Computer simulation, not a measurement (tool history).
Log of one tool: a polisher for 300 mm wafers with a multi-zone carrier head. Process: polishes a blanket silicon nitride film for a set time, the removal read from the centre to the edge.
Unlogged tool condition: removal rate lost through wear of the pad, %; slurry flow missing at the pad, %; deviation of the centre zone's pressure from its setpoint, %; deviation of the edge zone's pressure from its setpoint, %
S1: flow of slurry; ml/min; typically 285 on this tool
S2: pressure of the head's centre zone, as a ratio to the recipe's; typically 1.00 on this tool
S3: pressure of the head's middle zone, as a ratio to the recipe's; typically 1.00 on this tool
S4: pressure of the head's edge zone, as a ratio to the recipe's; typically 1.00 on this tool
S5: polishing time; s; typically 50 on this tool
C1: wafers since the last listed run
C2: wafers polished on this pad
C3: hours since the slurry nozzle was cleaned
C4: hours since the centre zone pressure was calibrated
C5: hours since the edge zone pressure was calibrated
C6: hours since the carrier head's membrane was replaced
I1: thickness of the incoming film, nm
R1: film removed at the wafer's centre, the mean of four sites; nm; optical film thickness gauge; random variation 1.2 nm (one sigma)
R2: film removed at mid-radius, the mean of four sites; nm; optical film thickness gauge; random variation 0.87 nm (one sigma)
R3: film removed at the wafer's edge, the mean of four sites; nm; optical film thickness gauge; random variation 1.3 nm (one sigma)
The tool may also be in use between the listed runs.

{"run": 1, "hour": 0.0, "S1": 285, "S2": 1.0, "S3": 1.0, "S4": 0.95, "S5": 50, "C1": 0, "C2": 4015, "C3": 482.8, "C4": 254.4, "C5": 292.2, "C6": 85.0, "I1": 831.9, "R1": 96.2, "R2": 100.8, "R3": 97.4}
{"hour": 49.1, "done": "slurry nozzle cleaned"}
{"run": 2, "hour": 64.7, "S1": 285, "S2": 1.0, "S3": 1.0, "S4": 1.0, "S5": 50, "C1": 930, "C2": 4946, "C3": 15.6, "C4": 319.1, "C5": 356.9, "C6": 149.7, "I1": 850.4, "R1": 96.0, "R2": 99.7, "R3": 99.9}
{"run": 3, "hour": 138.7, "S1": 285, "S2": 1.04, "S3": 1.0, "S4": 0.9, "S5": 50, "C1": 1081, "C2": 6027, "C3": 89.6, "C4": 393.1, "C5": 430.9, "C6": 223.7, "I1": 845.2, "R1": 98.0, "R2": 101.1, "R3": 94.9}
{"run": 4, "hour": 210.7, "S1": 365, "S2": 1.0, "S3": 1.0, "S4": 1.0, "S5": 50, "C1": 1051, "C2": 7079, "C3": 161.6, "C4": 465.1, "C5": 502.9, "C6": 295.7, "I1": 844.3, "R1": 96.9, "R2": 103.8, "R3": 100.6}
{"run": 5, "hour": 272.7, "S1": 285, "S2": 0.94, "S3": 1.0, "S4": 0.93, "S5": 50, "C1": 905, "C2": 7985, "C3": 223.6, "C4": 527.1, "C5": 564.9, "C6": 357.7, "I1": 862.5, "R1": 88.0, "R2": 101.1, "R3": 97.4}
{"hour": 323.3, "done": "worn pad replaced by a new one"}
{"hour": 353.2, "done": "edge zone pressure recalibrated"}
{"hour": 464.1, "done": "carrier head's membrane replaced by a new one"}
{"run": 6, "hour": 513.2, "S1": 285, "S2": 1.0, "S3": 1.08, "S4": 1.11, "S5": 50, "C1": 3353, "C2": 2671, "C3": 464.1, "C4": 767.6, "C5": 160.0, "C6": 49.1, "I1": 864.0, "R1": 91.3, "R2": 107.0, "R3": 103.5}
{"hour": 557.5, "done": "slurry nozzle cleaned"}
{"run": 7, "hour": 617.7, "S1": 315, "S2": 1.05, "S3": 1.0, "S4": 1.0, "S5": 50, "C1": 1512, "C2": 4183, "C3": 60.2, "C4": 872.1, "C5": 264.5, "C6": 153.6, "I1": 843.9, "R1": 95.2, "R2": 102.2, "R3": 102.2}
{"run": 8, "hour": 676.0, "S1": 285, "S2": 1.0, "S3": 1.05, "S4": 1.0, "S5": 50, "C1": 851, "C2": 5035, "C3": 118.5, "C4": 930.4, "C5": 322.8, "C6": 211.9, "I1": 846.2, "R1": 92.1, "R2": 104.6, "R3": 101.0}
{"run": 9, "hour": 781.1, "S1": 285, "S2": 1.0, "S3": 0.88, "S4": 1.0, "S5": 33, "C1": 1535, "C2": 6571, "C3": 223.6, "C4": 1035.5, "C5": 427.9, "C6": 317.0, "I1": 844.6, "R1": 59.4, "R2": 59.8, "R3": 65.6}
{"run": 10, "hour": 888.7, "S1": 285, "S2": 1.0, "S3": 1.0, "S4": 1.0, "S5": 65, "C1": 1572, "C2": 8143, "C3": 331.2, "C4": 1143.1, "C5": 535.5, "C6": 424.6, "I1": 844.8, "R1": 118.0, "R2": 130.6, "R3": 130.4}
{"hour": 949.7, "done": "edge zone pressure recalibrated"}
{"hour": 975.9, "done": "worn pad replaced by a new one"}
{"run": 11, "hour": 992.2, "S1": 365, "S2": 1.0, "S3": 1.0, "S4": 1.0, "S5": 50, "C1": 1424, "C2": 238, "C3": 434.7, "C4": 1246.6, "C5": 42.5, "C6": 528.1, "I1": 856.6, "R1": 92.1, "R2": 105.5, "R3": 103.0}
{"hour": 1031.0, "done": "centre zone pressure recalibrated"}
{"run": 12, "hour": 1038.5, "S1": 285, "S2": 1.0, "S3": 0.92, "S4": 1.0, "S5": 50, "C1": 647, "C2": 885, "C3": 481.0, "C4": 7.5, "C5": 88.8, "C6": 574.4, "I1": 848.9, "R1": 100.4, "R2": 95.1, "R3": 101.1}
{"hour": 1105.3, "done": "carrier head's membrane replaced by a new one"}
{"run": 13, "hour": 1105.8, "S1": 230, "S2": 1.0, "S3": 1.0, "S4": 1.11, "S5": 50, "C1": 910, "C2": 1795, "C3": 548.3, "C4": 74.8, "C5": 156.1, "C6": 0.5, "I1": 846.2, "R1": 96.8, "R2": 98.9, "R3": 104.4}
{"hour": 1110.7, "done": "slurry nozzle cleaned"}
{"run": 14, "hour": 1192.4, "S1": 210, "S2": 1.0, "S3": 1.05, "S4": 1.04, "S5": 50, "C1": 1250, "C2": 3046, "C3": 81.7, "C4": 161.4, "C5": 242.7, "C6": 87.1, "I1": 840.4, "R1": 93.2, "R2": 100.2, "R3": 97.7}
{"run": 15, "hour": 1263.1, "S1": 285, "S2": 1.0, "S3": 0.93, "S4": 0.95, "S5": 50, "C1": 1032, "C2": 4079, "C3": 152.4, "C4": 232.1, "C5": 313.4, "C6": 157.8, "I1": 864.5, "R1": 98.0, "R2": 93.6, "R3": 101.0}
{"run": 16, "hour": 1304.1, "S1": 285, "S2": 0.95, "S3": 1.0, "S4": 1.0, "S5": 50, "C1": 599, "C2": 4678, "C3": 193.4, "C4": 273.1, "C5": 354.4, "C6": 198.8, "I1": 860.7, "R1": 90.8, "R2": 99.9, "R3": 99.4}
{"run": 17, "hour": 1341.9, "S1": 285, "S2": 1.0, "S3": 1.0, "S4": 1.0, "S5": 50, "C1": 552, "C2": 5230, "C3": 231.2, "C4": 310.9, "C5": 392.2, "C6": 236.6, "I1": 851.5, "R1": 95.3, "R2": 100.6, "R3": 100.5}
{"run": 18, "hour": 1442.8, "S1": 285, "S2": 0.89, "S3": 1.0, "S4": 1.0, "S5": 50, "C1": 1474, "C2": 6704, "C3": 332.1, "C4": 411.8, "C5": 493.1, "C6": 337.5, "I1": 854.1, "R1": 85.0, "R2": 100.0, "R3": 100.6}
{"hour": 1466.3, "done": "edge zone pressure recalibrated"}
{"hour": 1537.8, "done": "worn pad replaced by a new one"}
{"run": 19, "hour": 1548.7, "S1": 315, "S2": 1.05, "S3": 1.0, "S4": 1.0, "S5": 50, "C1": 1459, "C2": 159, "C3": 438.0, "C4": 517.7, "C5": 82.4, "C6": 443.4, "I1": 859.7, "R1": 101.0, "R2": 103.8, "R3": 99.9}
{"run": 20, "hour": 1590.9, "S1": 285, "S2": 1.0, "S3": 1.0, "S4": 1.0, "S5": 50, "C1": 616, "C2": 775, "C3": 480.2, "C4": 559.9, "C5": 124.6, "C6": 485.6, "I1": 842.3, "R1": 93.3, "R2": 100.6, "R3": 101.9}
{"hour": 1632.7, "done": "carrier head's membrane replaced by a new one"}
{"run": 21, "hour": 1662.8, "S1": 375, "S2": 1.0, "S3": 1.0, "S4": 0.89, "S5": 50, "C1": 977, "C2": 1753, "C3": 552.1, "C4": 631.8, "C5": 196.5, "C6": 30.1, "I1": 843.8, "R1": 95.6, "R2": 104.5, "R3": 94.7}

Here are 5 independent what-if runs from the current tool condition. What would each one return?
{"run": "A", "hour": 1663.2, "S1": 285, "S2": 1.0, "S3": 0.94, "S4": 1.0, "S5": 50, "C1": 5, "C2": 1759, "C3": 552.5, "C4": 632.2, "C5": 196.9, "C6": 30.5, "I1": 852.0, "R1": "?", "R2": "?", "R3": "?"}
{"run": "B", "hour": 1663.2, "S1": 235, "S2": 1.0, "S3": 1.0, "S4": 1.0, "S5": 60, "C1": 5, "C2": 1759, "C3": 552.5, "C4": 632.2, "C5": 196.9, "C6": 30.5, "I1": 852.0, "R1": "?", "R2": "?", "R3": "?"}
{"run": "C", "hour": 1663.2, "S1": 285, "S2": 1.0, "S3": 1.0, "S4": 1.0, "S5": 36, "C1": 5, "C2": 1759, "C3": 552.5, "C4": 632.2, "C5": 196.9, "C6": 30.5, "I1": 852.0, "R1": "?", "R2": "?", "R3": "?"}
{"run": "D", "hour": 1663.2, "S1": 285, "S2": 0.93, "S3": 1.0, "S4": 1.0, "S5": 36, "C1": 5, "C2": 1759, "C3": 552.5, "C4": 632.2, "C5": 196.9, "C6": 30.5, "I1": 852.0, "R1": "?", "R2": "?", "R3": "?"}
{"run": "E", "hour": 1663.2, "S1": 285, "S2": 0.96, "S3": 1.0, "S4": 1.0, "S5": 62, "C1": 5, "C2": 1759, "C3": 552.5, "C4": 632.2, "C5": 196.9, "C6": 30.5, "I1": 852.0, "R1": "?", "R2": "?", "R3": "?"}

run=A R1=92.9 R2=95.5 R3=100.7
run=B R1=108.6 R2=117.9 R3=118.6
run=C R1=66.9 R2=72.5 R3=72.5
run=D R1=62.6 R2=72.5 R3=72.5
run=E R1=111.0 R2=124.8 R3=124.8
Had the tool no hidden state, the same runs would have come out as:
run=A R1=101.7 R2=95.5 R3=100.7
run=B R1=118.8 R2=117.8 R3=118.6
run=C R1=73.3 R2=72.4 R3=72.5
run=D R1=68.6 R2=72.5 R3=72.5
run=E R1=121.6 R2=124.8 R3=124.8
